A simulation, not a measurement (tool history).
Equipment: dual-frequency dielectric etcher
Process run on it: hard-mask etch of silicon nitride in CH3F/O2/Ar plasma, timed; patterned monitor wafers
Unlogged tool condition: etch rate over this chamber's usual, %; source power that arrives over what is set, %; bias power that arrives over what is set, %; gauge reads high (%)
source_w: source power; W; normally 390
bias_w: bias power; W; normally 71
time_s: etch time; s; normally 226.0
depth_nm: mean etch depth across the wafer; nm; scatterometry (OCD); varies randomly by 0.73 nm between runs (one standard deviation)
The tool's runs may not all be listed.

run    hour  source_w  bias_w  time_s  wafers since the last listed run  hours since the last wet clean  hours since the last source power generator calibration  hours since the last bias power generator calibration  hours since the last upper electrode change  hours since the gauge calibration  read-back reference wafer on the same gauge, depth_nm  depth_nm
  1     0.0       390      71   226.0                                 0                           594.7                                                   3279.6                                                 2939.1                                       4240.3                             2807.4                                                  180.9     156.3
  2    43.0       390      62   226.0                               280                           637.7                                                   3322.6                                                 2982.1                                       4283.3                             2850.4                                                  180.8     152.0
       77.4  -- wet clean of the chamber
  3   110.0       390      62   226.0                               280                            32.6                                                   3389.6                                                 3049.1                                       4350.3                             2917.4                                                  180.9     155.0
  4   208.3       390      62   226.0                               640                           130.9                                                   3487.9                                                 3147.4                                       4448.6                             3015.7                                                  181.0     155.4
  5   247.3       390      71   226.0                               254                           169.9                                                   3526.9                                                 3186.4                                       4487.6                             3054.7                                                  181.0     160.6
  6   313.4       390      71   226.0                               430                           236.0                                                   3593.0                                                 3252.5                                       4553.7                             3120.8                                                  180.7     161.0
      347.6  -- gauge calibrated
  7   418.1       390      71   226.0                               682                           340.7                                                   3697.7                                                 3357.2                                       4658.4                               70.5                                                  180.8     160.5
      466.9  -- source power generator calibrated
  8   518.8       390      71   226.0                               630                           441.4                                                     51.9                                                 3457.9                                       4759.1                              171.2                                                  181.0     162.4
  9   604.5       480      71   172.5                               558                           527.1                                                    137.6                                                 3543.6                                       4844.8                              256.9                                                  180.6     131.6
 10   649.5       340      71   226.0                               293                           572.1                                                    182.6                                                 3588.6                                       4889.8                              301.9                                                  181.0     159.4
 11   736.7       330      71   264.5                               568                           659.3                                                    269.8                                                 3675.8                                       4977.0                              389.1                                                  180.7     184.9
      774.8  -- bias power generator calibrated
      820.2  -- wet clean of the chamber, repeated, since the last time left the tool worse
 12   820.7       390      71   226.0                               365                             0.5                                                    353.8                                                   45.9                                       5061.0                              473.1                                                  181.1     153.9
 13   881.9       330      71   264.5                               399                            61.7                                                    415.0                                                  107.1                                       5122.2                              534.3                                                  181.1     172.7
 14   964.1       390      71   192.0                               535                           143.9                                                    497.2                                                  189.3                                       5204.4                              616.5                                                  181.2     131.5
     1015.6  -- upper electrode replaced
 15  1033.2       390      71   226.0                               294                           213.0                                                    566.3                                                  258.4                                         17.6                              685.6                                                  181.1     155.3
 16  1072.4       480      57   207.5                               255                           252.2                                                    605.5                                                  297.6                                         56.8                              724.8                                                  180.9     142.5
 17  1141.8       390      71   226.0                               452                           321.6                                                    674.9                                                  367.0                                        126.2                              794.2                                                  181.1     155.5
 18  1268.3       300      80   261.5                               824                           448.1                                                    801.4                                                  493.5                                        252.7                              920.7                                                  181.0     175.2
 19  1360.2       390      56   194.5                               599                           540.0                                                    893.3                                                  585.4                                        344.6                             1012.6                                                  180.9     129.0
     1425.2  -- wet clean of the chamber
 20  1436.3       390      71   226.0                               339                            11.1                                                    969.4                                                  661.5                                        420.7                             1088.7                                                  180.9     153.9
 21  1528.4       390      71   226.0                               600                           103.2                                                   1061.5                                                  753.6                                        512.8                             1180.8                                                  181.0     154.1
 22  1626.2       390      71   203.0                               637                           201.0                                                   1159.3                                                  851.4                                        610.6                             1278.6                                                  181.2     139.0
 23  1707.0       450      77   267.5                               526                           281.8                                                   1240.1                                                  932.2                                        691.4                             1359.4                                                  181.1     192.7
 24  1760.8       420      59   226.0                               350                           335.6                                                   1293.9                                                  986.0                                        745.2                             1413.2                                                  181.0     151.4
 25  1802.6       470      83   261.5                               272                           377.4                                                   1335.7                                                 1027.8                                        787.0                             1455.0                                                  181.2     195.5
 26  1910.5       390      71   275.5                               703                           485.3                                                   1443.6                                                 1135.7                                        894.9                             1562.9                                                  181.2     191.9
 27  1956.3       390      71   226.0                               298                           531.1                                                   1489.4                                                 1181.5                                        940.7                             1608.7                                                  180.8     154.8
 28  2056.3       360      71   226.0                               652                           631.1                                                   1589.4                                                 1281.5                                       1040.7                             1708.7                                                  180.9     153.6

Forecast each of these 5 alternatives for the next run:
  A  2056.8       390      71   269.5                                 3                           631.6                                                   1589.9                                                 1282.0                                       1041.2                             1709.2                                                      ?         ?
  B  2056.8       330      71   226.0                                 3                           631.6                                                   1589.9                                                 1282.0                                       1041.2                             1709.2                                                      ?         ?
  C  2056.8       390      80   226.0                                 3                           631.6                                                   1589.9                                                 1282.0                                       1041.2                             1709.2                                                      ?         ?
  D  2056.8       340      88   270.0                                 3                           631.6                                                   1589.9                                                 1282.0                                       1041.2                             1709.2                                                      ?         ?
  E  2056.8       390      71   175.0                                 3                           631.6                                                   1589.9                                                 1282.0                                       1041.2                             1709.2                                                      ?         ?

run  read-back reference wafer on the same gauge, depth_nm  depth_nm
  A                                                  181.0     189.6
  B                                                  181.0     153.4
  C                                                  181.0     163.6
  D                                                  181.0     194.5
  E                                                  181.0     123.1
Stripped of hidden state, with their random variation kept, the same runs would have yielded:
run  depth_nm
  A     185.2
  B     149.8
  C     159.8
  D     190.0
  E     120.3
